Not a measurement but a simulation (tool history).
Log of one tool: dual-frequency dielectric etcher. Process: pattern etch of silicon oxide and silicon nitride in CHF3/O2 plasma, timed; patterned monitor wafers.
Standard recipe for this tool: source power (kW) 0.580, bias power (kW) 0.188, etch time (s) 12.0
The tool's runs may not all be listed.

run,hour,source power (kW),bias power (kW),etch time (s),"read-back reference wafer on the same gauge, depth_nm",mean etch depth across the wafer (Å)
1,0.0,0.660,0.188,12.0,14.21,181.6
2,184.1,0.660,0.188,12.0,14.19,181.6
# hour 240.4: wet clean of the chamber
3,240.9,0.660,0.188,12.0,14.20,182.2
# hour 278.0: source power generator calibrated
# hour 425.2: upper electrode replaced
4,425.7,0.470,0.188,12.0,14.20,144.4
5,445.1,0.580,0.208,12.0,14.19,173.0
# hour 457.5: bias power generator calibrated
6,469.9,0.580,0.165,12.0,14.21,157.1
7,527.4,0.580,0.165,12.0,14.20,157.6
8,580.0,0.580,0.188,12.0,14.20,166.7
# hour 610.7: gauge calibrated
9,613.7,0.580,0.188,12.0,14.20,166.3
10,646.8,0.620,0.215,12.0,14.20,183.0
11,713.1,0.580,0.188,12.0,14.20,166.9
12,753.5,0.580,0.217,13.5,14.19,199.7
13,779.9,0.580,0.188,12.0,14.20,166.8
14,818.2,0.580,0.188,12.0,14.20,167.1
# hour 853.7: wet clean of the chamber
15,871.6,0.620,0.215,12.0,14.21,184.0
16,932.5,0.540,0.188,12.0,14.20,160.2
17,993.3,0.490,0.167,14.5,14.20,173.1
18,1022.3,0.500,0.164,12.0,14.21,144.0
19,1070.9,0.690,0.188,14.5,14.19,224.6
20,1132.1,0.480,0.172,10.5,14.21,125.6
21,1196.1,0.580,0.210,9.5,14.20,139.2
22,1255.5,0.580,0.188,12.0,14.20,168.7
23,1297.3,0.640,0.226,11.0,14.20,176.2
24,1349.0,0.670,0.188,11.0,14.19,167.5
# hour 1429.7: wet clean of the chamber
25,1430.2,0.580,0.188,12.0,14.20,168.3
26,1460.4,0.470,0.188,8.5,14.20,104.2
27,1492.7,0.660,0.188,14.5,14.20,220.0
28,1521.2,0.710,0.188,10.5,14.20,166.1
29,1550.8,0.480,0.188,8.5,14.20,105.3

What if the next run were any one of these 5? Each begins from the tool's condition after run 29:
A,1551.2,0.580,0.188,12.0,?,?
B,1551.2,0.520,0.188,10.0,?,?
C,1551.2,0.710,0.211,8.5,?,?
D,1551.2,0.620,0.227,14.0,?,?
E,1551.2,0.490,0.156,11.0,?,?

run,"read-back reference wafer on the same gauge, depth_nm",mean etch depth across the wafer (Å)
A,14.20,169.2
B,14.20,131.5
C,14.20,141.1
D,14.20,221.6
E,14.20,128.8
With the hidden condition removed and each run's random variation left untouched, the same runs would have given:
run,mean etch depth across the wafer (Å)
A,165.1
B,128.4
C,137.8
D,216.3
E,125.7
